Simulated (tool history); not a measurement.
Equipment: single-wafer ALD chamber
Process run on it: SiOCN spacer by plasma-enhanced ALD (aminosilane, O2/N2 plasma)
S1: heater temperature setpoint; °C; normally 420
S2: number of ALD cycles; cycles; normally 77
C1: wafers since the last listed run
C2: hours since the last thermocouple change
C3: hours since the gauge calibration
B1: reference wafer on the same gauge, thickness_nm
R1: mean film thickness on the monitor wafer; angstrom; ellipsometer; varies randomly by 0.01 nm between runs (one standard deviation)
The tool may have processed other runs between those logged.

run 1 day=0.000 | S1=423 S2=77 | C1=0 C2=1865.3 C3=179.6 | B1=4.671 | R1=40.86
run 2 day=0.692 | S1=423 S2=77 | C1=77 C2=1881.9 C3=196.2 | B1=4.669 | R1=40.68
run 3 day=1.329 | S1=423 S2=77 | C1=71 C2=1897.2 C3=211.5 | B1=4.662 | R1=40.94
run 4 day=1.708 | S1=420 S2=74 | C1=42 C2=1906.3 C3=220.6 | B1=4.665 | R1=39.38
run 5 day=2.175 | S1=420 S2=74 | C1=52 C2=1917.5 C3=231.8 | B1=4.660 | R1=39.48
run 6 day=2.662 | S1=420 S2=77 | C1=54 C2=1929.2 C3=243.5 | B1=4.661 | R1=41.15
run 7 day=3.104 | S1=420 S2=77 | C1=49 C2=1939.8 C3=254.1 | B1=4.656 | R1=41.02
-- day=4.900 gauge calibrated
run 8 day=5.188 | S1=420 S2=87 | C1=234 C2=1989.8 C3=6.9 | B1=4.706 | R1=47.08
-- day=5.592 thermocouple changed; heater temperature recalibrated
run 9 day=5.612 | S1=420 S2=77 | C1=10 C2=0.5 C3=17.1 | B1=4.708 | R1=41.39
run 10 day=5.979 | S1=420 S2=77 | C1=41 C2=9.3 C3=25.9 | B1=4.703 | R1=41.27
run 11 day=6.483 | S1=420 S2=77 | C1=56 C2=21.4 C3=38.0 | B1=4.702 | R1=41.35
run 12 day=7.004 | S1=410 S2=82 | C1=58 C2=33.9 C3=50.5 | B1=4.701 | R1=45.53
run 13 day=7.679 | S1=420 S2=77 | C1=75 C2=50.1 C3=66.7 | B1=4.699 | R1=41.33
run 14 day=8.000 | S1=420 S2=77 | C1=36 C2=57.8 C3=74.4 | B1=4.698 | R1=41.41
run 15 day=8.517 | S1=416 S2=63 | C1=58 C2=70.2 C3=86.8 | B1=4.694 | R1=34.25
run 16 day=8.946 | S1=420 S2=77 | C1=48 C2=80.5 C3=97.1 | B1=4.692 | R1=41.33
run 17 day=9.258 | S1=420 S2=74 | C1=35 C2=88.0 C3=104.6 | B1=4.691 | R1=39.82
run 18 day=9.850 | S1=420 S2=67 | C1=66 C2=102.2 C3=118.8 | B1=4.689 | R1=35.94
run 19 day=10.492 | S1=429 S2=77 | C1=72 C2=117.6 C3=134.2 | B1=4.686 | R1=40.04
run 20 day=12.038 | S1=415 S2=84 | C1=173 C2=154.7 C3=171.3 | B1=4.684 | R1=45.73
run 21 day=12.550 | S1=425 S2=77 | C1=57 C2=167.0 C3=183.6 | B1=4.680 | R1=40.72
run 22 day=13.950 | S1=430 S2=65 | C1=157 C2=200.6 C3=217.2 | B1=4.671 | R1=33.58

Consider 4 possible next runs. They are alternatives, not a sequence: every one starts from the tool as it was left by run 22. What does each give?
run A day=13.971 | S1=420 S2=77 | C1=2 C2=201.1 C3=217.7 | B1=? | R1=?
run B day=13.971 | S1=427 S2=91 | C1=2 C2=201.1 C3=217.7 | B1=? | R1=?
run C day=13.971 | S1=410 S2=64 | C1=2 C2=201.1 C3=217.7 | B1=? | R1=?
run D day=13.971 | S1=406 S2=92 | C1=2 C2=201.1 C3=217.7 | B1=? | R1=?

run=A B1=4.674 R1=41.23
run=B B1=4.674 R1=47.61
run=C B1=4.674 R1=35.39
run=D B1=4.674 R1=51.52
The same runs, with their run-to-run variation unchanged, on a tool lacking any hidden condition would have given:
run=A R1=41.55
run=B R1=47.98
run=C R1=35.67
run=D R1=51.92
